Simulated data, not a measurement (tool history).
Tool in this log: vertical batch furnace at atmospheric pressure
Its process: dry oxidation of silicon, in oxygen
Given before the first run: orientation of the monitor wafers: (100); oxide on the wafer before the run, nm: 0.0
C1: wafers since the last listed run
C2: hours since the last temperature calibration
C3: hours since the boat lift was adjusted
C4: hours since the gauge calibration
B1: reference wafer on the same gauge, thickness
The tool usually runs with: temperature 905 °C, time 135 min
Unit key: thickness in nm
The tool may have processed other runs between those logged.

run 1 hour=0 | temperature=905 time=135 | C1=0 C2=3097.7 C3=4635 C4=1674.5 | B1=33.94 | thickness=34.61
run 2 hour=59.4 | temperature=905 time=135 | C1=541 C2=3157.1 C3=4694.4 C4=1733.9 | B1=33.88 | thickness=34.59
run 3 hour=106.3 | temperature=905 time=135 | C1=427 C2=3204 C3=4741.3 C4=1780.8 | B1=33.85 | thickness=34.72
run 4 hour=184.2 | temperature=905 time=135 | C1=709 C2=3281.9 C3=4819.2 C4=1858.7 | B1=33.92 | thickness=34.74
run 5 hour=230.2 | temperature=905 time=135 | C1=419 C2=3327.9 C3=4865.2 C4=1904.7 | B1=33.87 | thickness=34.96
run 6 hour=319.7 | temperature=905 time=135 | C1=815 C2=3417.4 C3=4954.7 C4=1994.2 | B1=33.89 | thickness=34.63
run 7 hour=368.7 | temperature=905 time=135 | C1=446 C2=3466.4 C3=5003.7 C4=2043.2 | B1=33.94 | thickness=34.77
run 8 hour=451.4 | temperature=905 time=135 | C1=753 C2=3549.1 C3=5086.4 C4=2125.9 | B1=33.96 | thickness=34.98
run 9 hour=521.7 | temperature=905 time=109.5 | C1=640 C2=3619.4 C3=5156.7 C4=2196.2 | B1=33.93 | thickness=30.25
run 10 hour=742.4 | temperature=905 time=109.5 | C1=2010 C2=3840.1 C3=5377.4 C4=2416.9 | B1=33.93 | thickness=30.36
-- hour=830.6 gauge calibrated
run 11 hour=837.7 | temperature=905 time=109.5 | C1=868 C2=3935.4 C3=5472.7 C4=7.1 | B1=33.83 | thickness=30.49
-- hour=863.1 thermocouples replaced and temperature profile calibrated
run 12 hour=883.7 | temperature=905 time=135 | C1=200 C2=20.6 C3=5518.7 C4=53.1 | B1=33.87 | thickness=32.76
run 13 hour=928.4 | temperature=905 time=135 | C1=407 C2=65.3 C3=5563.4 C4=97.8 | B1=33.9 | thickness=32.92
run 14 hour=990.3 | temperature=905 time=135 | C1=563 C2=127.2 C3=5625.3 C4=159.7 | B1=33.88 | thickness=32.88
run 15 hour=1054.2 | temperature=905 time=135 | C1=582 C2=191.1 C3=5689.2 C4=223.6 | B1=33.88 | thickness=32.79
run 16 hour=1122.2 | temperature=905 time=135 | C1=619 C2=259.1 C3=5757.2 C4=291.6 | B1=33.81 | thickness=33
run 17 hour=1174 | temperature=905 time=188.5 | C1=471 C2=310.9 C3=5809 C4=343.4 | B1=33.88 | thickness=41.78
run 18 hour=1247.8 | temperature=905 time=188.5 | C1=672 C2=384.7 C3=5882.8 C4=417.2 | B1=33.93 | thickness=41.52
run 19 hour=1315.9 | temperature=911 time=135 | C1=620 C2=452.8 C3=5950.9 C4=485.3 | B1=33.87 | thickness=34.97
run 20 hour=1401.8 | temperature=925 time=99.5 | C1=782 C2=538.7 C3=6036.8 C4=571.2 | B1=33.94 | thickness=33.05
run 21 hour=1456.8 | temperature=905 time=135 | C1=501 C2=593.7 C3=6091.8 C4=626.2 | B1=33.88 | thickness=33.17
-- hour=1529.1 boat lift adjusted
run 22 hour=1529.6 | temperature=925 time=98.5 | C1=444 C2=666.5 C3=0.5 C4=699 | B1=33.88 | thickness=34.38
run 23 hour=1569.5 | temperature=880 time=165.5 | C1=363 C2=706.4 C3=40.4 C4=738.9 | B1=33.98 | thickness=30.52
run 24 hour=1661.7 | temperature=905 time=154 | C1=839 C2=798.6 C3=132.6 C4=831.1 | B1=33.91 | thickness=38.2
run 25 hour=1761 | temperature=891 time=112 | C1=904 C2=897.9 C3=231.9 C4=930.4 | B1=33.96 | thickness=26.36
run 26 hour=1821.6 | temperature=881 time=117 | C1=552 C2=958.5 C3=292.5 C4=991 | B1=33.9 | thickness=24.47
run 27 hour=1926.9 | temperature=905 time=109.5 | C1=959 C2=1063.8 C3=397.8 C4=1096.3 | B1=33.89 | thickness=30.01
run 28 hour=2014.6 | temperature=927 time=82 | C1=798 C2=1151.5 C3=485.5 C4=1184 | B1=33.93 | thickness=30.87
run 29 hour=2062.2 | temperature=905 time=135 | C1=433 C2=1199.1 C3=533.1 C4=1231.6 | B1=33.95 | thickness=34.86
run 30 hour=2109 | temperature=883 time=183.5 | C1=426 C2=1245.9 C3=579.9 C4=1278.4 | B1=33.82 | thickness=33.94
run 31 hour=2151 | temperature=896 time=94 | C1=382 C2=1287.9 C3=621.9 C4=1320.4 | B1=33.92 | thickness=24.89
run 32 hour=2248.7 | temperature=905 time=135 | C1=890 C2=1385.6 C3=719.6 C4=1418.1 | B1=33.91 | thickness=35.16
run 33 hour=2356 | temperature=929 time=178.5 | C1=977 C2=1492.9 C3=826.9 C4=1525.4 | B1=33.9 | thickness=54.92
run 34 hour=2423.4 | temperature=916 time=135 | C1=614 C2=1560.3 C3=894.3 C4=1592.8 | B1=33.94 | thickness=39.1
run 35 hour=2530.8 | temperature=905 time=176 | C1=978 C2=1667.7 C3=1001.7 C4=1700.2 | B1=33.93 | thickness=42.01
run 36 hour=2571.3 | temperature=920 time=181.5 | C1=368 C2=1708.2 C3=1042.2 C4=1740.7 | B1=33.93 | thickness=50.69
run 37 hour=2676.5 | temperature=898 time=87.5 | C1=958 C2=1813.4 C3=1147.4 C4=1845.9 | B1=33.97 | thickness=24.33
run 38 hour=2761.1 | temperature=905 time=135 | C1=770 C2=1898 C3=1232 C4=1930.5 | B1=33.9 | thickness=34.87

What the log doesn't show, run by run:
gauge reads high (%): 0 on each run
H1: true tube temperature minus thermocouple reading, K
H2: monitor wafer colder than the profiled boat position, K
run=1 H1=4.58 H2=3.46
run=2 H1=4.66 H2=3.5
run=3 H1=4.73 H2=3.53
run=4 H1=4.84 H2=3.58
run=5 H1=4.9 H2=3.61
run=6 H1=5.03 H2=3.67
run=7 H1=5.09 H2=3.71
run=8 H1=5.21 H2=3.76
run=9 H1=5.31 H2=3.81
run=10 H1=5.62 H2=3.96
run=11 H1=5.75 H2=4.03
run=12 H1=0.164 H2=4.06
run=13 H1=0.227 H2=4.09
run=14 H1=0.314 H2=4.13
run=15 H1=0.403 H2=4.17
run=16 H1=0.499 H2=4.22
run=17 H1=0.571 H2=4.25
run=18 H1=0.675 H2=4.3
run=19 H1=0.771 H2=4.35
run=20 H1=0.891 H2=4.41
run=21 H1=0.968 H2=4.45
run=22 H1=1.07 H2=0.0222
run=23 H1=1.13 H2=0.0493
run=24 H1=1.26 H2=0.112
run=25 H1=1.39 H2=0.179
run=26 H1=1.48 H2=0.22
run=27 H1=1.63 H2=0.292
run=28 H1=1.75 H2=0.351
run=29 H1=1.82 H2=0.383
run=30 H1=1.88 H2=0.415
run=31 H1=1.94 H2=0.444
run=32 H1=2.08 H2=0.51
run=33 H1=2.23 H2=0.583
run=34 H1=2.32 H2=0.629
run=35 H1=2.47 H2=0.701
run=36 H1=2.53 H2=0.729
run=37 H1=2.68 H2=0.8
run=38 H1=2.8 H2=0.858

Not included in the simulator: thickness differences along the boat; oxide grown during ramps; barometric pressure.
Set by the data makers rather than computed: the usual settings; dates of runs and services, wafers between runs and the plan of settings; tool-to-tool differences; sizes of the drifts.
